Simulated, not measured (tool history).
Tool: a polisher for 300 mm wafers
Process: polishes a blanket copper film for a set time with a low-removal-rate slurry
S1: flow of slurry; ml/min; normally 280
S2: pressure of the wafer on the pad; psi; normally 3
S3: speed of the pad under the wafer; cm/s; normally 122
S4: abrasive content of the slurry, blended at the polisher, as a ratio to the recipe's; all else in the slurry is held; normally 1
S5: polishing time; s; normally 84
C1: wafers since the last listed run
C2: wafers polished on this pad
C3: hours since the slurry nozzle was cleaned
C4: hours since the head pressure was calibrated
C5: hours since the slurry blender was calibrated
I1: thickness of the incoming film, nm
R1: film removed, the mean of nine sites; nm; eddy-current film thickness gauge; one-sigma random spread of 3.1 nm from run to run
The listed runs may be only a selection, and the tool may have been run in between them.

run   hour   S1  S2   S3    S4   S5    C1    C2     C3     C4     C5      I1     R1
  1      0  280   3  122     1   72     0  1183   67.4  127.6  251.3   980.1  258.2
       2.8  -- worn pad replaced by a new one
  2   41.5  280   3  122     1   72   269   269  108.9  169.1  292.8   979.6  264.4
  3   70.4  280   3  122     1   84   201   470  137.8    198  321.7   998.2    302
      91.1  -- slurry blender recalibrated
  4  108.1  280   3  122     1   84   248   718  175.5  235.7     17   997.4  326.2
  5  181.8  280   3  122     1   84   512  1231  249.2  309.4   90.7   991.7  320.7
     192.4  -- head pressure recalibrated
     207.6  -- worn pad replaced by a new one
  6  230.5  335   3  122     1   84   297   159  297.9   38.1  139.4  1008.9  320.5
  7  274.6  335   3  122     1   84   306   466    342   82.2  183.5   988.8  316.3
  8  356.2  335   3  122     1   84   567  1034  423.6  163.8  265.1     987  311.1
     361.2  -- slurry blender recalibrated
     407.1  -- worn pad replaced by a new one
  9  409.1  280   3  122     1   84   326    14  476.5  216.7   47.9   992.2  323.6
 10  447.9  350   3   90   0.8   84   270   284  515.3  255.5   86.7   983.2  232.5
 11  508.3  280   3  122     1   84   420   704  575.7  315.9  147.1  1015.9  316.1
     516.7  -- head pressure recalibrated
     568.9  -- worn pad replaced by a new one
 12  573.5  280   3  122  1.15  108   412    31  640.9   56.8  212.3   997.9  406.4
 13  616.5  280   3   86     1   84   299   331  683.9   99.8  255.3  1002.7  218.1
     623.1  -- slurry nozzle cleaned
       717  -- slurry blender recalibrated
     732.6  -- worn pad replaced by a new one
 14  793.1  280   3  122   1.2   84  1180   421    170  276.4   76.1  1015.5  330.2
     812.8  -- head pressure recalibrated
 15  827.7  245   3  156   0.8   56   226   647  204.6   14.9  110.7  1011.6    259
     932.6  -- worn pad replaced by a new one
 16  935.3  280   3  122     1   84   721    18  312.2  122.5  218.3   997.4  305.8

Consider 3 possible next runs. They are alternatives, not a sequence: every one starts from the tool as it was left by run 16. What does each give?
  A  935.8  305   3  122     1  84   3  22  312.7  123  218.8  1022   ?
  B  935.8  325   3  122  0.85  84   3  22  312.7  123  218.8  1022   ?
  C  935.8  215   3  122     1  84   3  22  312.7  123  218.8  1022   ?

run     R1
  A  306.2
  B    298
  C  295.7
Without the tool's unlogged condition, the same runs would have read:
run     R1
  A  331.8
  B  322.4
  C  320.4

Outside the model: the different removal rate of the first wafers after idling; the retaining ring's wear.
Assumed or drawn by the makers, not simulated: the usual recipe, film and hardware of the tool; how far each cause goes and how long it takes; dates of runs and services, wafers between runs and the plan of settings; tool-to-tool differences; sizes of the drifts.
